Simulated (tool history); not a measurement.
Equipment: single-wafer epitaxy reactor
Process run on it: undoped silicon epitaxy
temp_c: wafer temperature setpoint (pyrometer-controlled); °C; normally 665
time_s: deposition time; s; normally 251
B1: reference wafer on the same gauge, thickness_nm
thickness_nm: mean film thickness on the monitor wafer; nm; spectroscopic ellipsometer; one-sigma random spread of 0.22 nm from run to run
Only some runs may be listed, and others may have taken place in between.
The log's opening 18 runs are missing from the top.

run 19 hour=301.8 | temp_c=660 time_s=236 | B1=47.589 | thickness_nm=46.603
run 20 hour=315.3 | temp_c=652 time_s=301 | B1=47.509 | thickness_nm=49.687
run 21 hour=322 | temp_c=665 time_s=251 | B1=47.563 | thickness_nm=54.459
run 22 hour=332.4 | temp_c=665 time_s=251 | B1=47.587 | thickness_nm=54.599
run 23 hour=338.5 | temp_c=661 time_s=299 | B1=47.569 | thickness_nm=59.708
run 24 hour=348.6 | temp_c=671 time_s=251 | B1=47.557 | thickness_nm=61.886
run 25 hour=358.5 | temp_c=665 time_s=217 | B1=47.473 | thickness_nm=46.904
run 26 hour=366.5 | temp_c=673 time_s=283 | B1=47.575 | thickness_nm=71.986
run 27 hour=378.1 | temp_c=653 time_s=291 | B1=47.519 | thickness_nm=49.623
run 28 hour=389.5 | temp_c=673 time_s=208 | B1=47.48 | thickness_nm=52.893
run 29 hour=404.1 | temp_c=665 time_s=296 | B1=47.627 | thickness_nm=64.243
run 30 hour=415.2 | temp_c=675 time_s=211 | B1=47.525 | thickness_nm=55.97
run 31 hour=426.8 | temp_c=659 time_s=251 | B1=47.479 | thickness_nm=48.353

Here are 4 independent what-if runs from the current tool condition. What would each one return?
run A hour=427.3 | temp_c=665 time_s=251 | B1=? | thickness_nm=?
run B hour=427.3 | temp_c=655 time_s=251 | B1=? | thickness_nm=?
run C hour=427.3 | temp_c=672 time_s=238 | B1=? | thickness_nm=?
run D hour=427.3 | temp_c=670 time_s=251 | B1=? | thickness_nm=?

run=A B1=47.536 thickness_nm=54.558
run=B B1=47.536 thickness_nm=44.457
run=C B1=47.536 thickness_nm=59.557
run=D B1=47.536 thickness_nm=60.345
Take away the tool's hidden state, keep each run's random variation, and the runs would have read:
run=A thickness_nm=54.558
run=B thickness_nm=44.457
run=C thickness_nm=59.557
run=D thickness_nm=60.345

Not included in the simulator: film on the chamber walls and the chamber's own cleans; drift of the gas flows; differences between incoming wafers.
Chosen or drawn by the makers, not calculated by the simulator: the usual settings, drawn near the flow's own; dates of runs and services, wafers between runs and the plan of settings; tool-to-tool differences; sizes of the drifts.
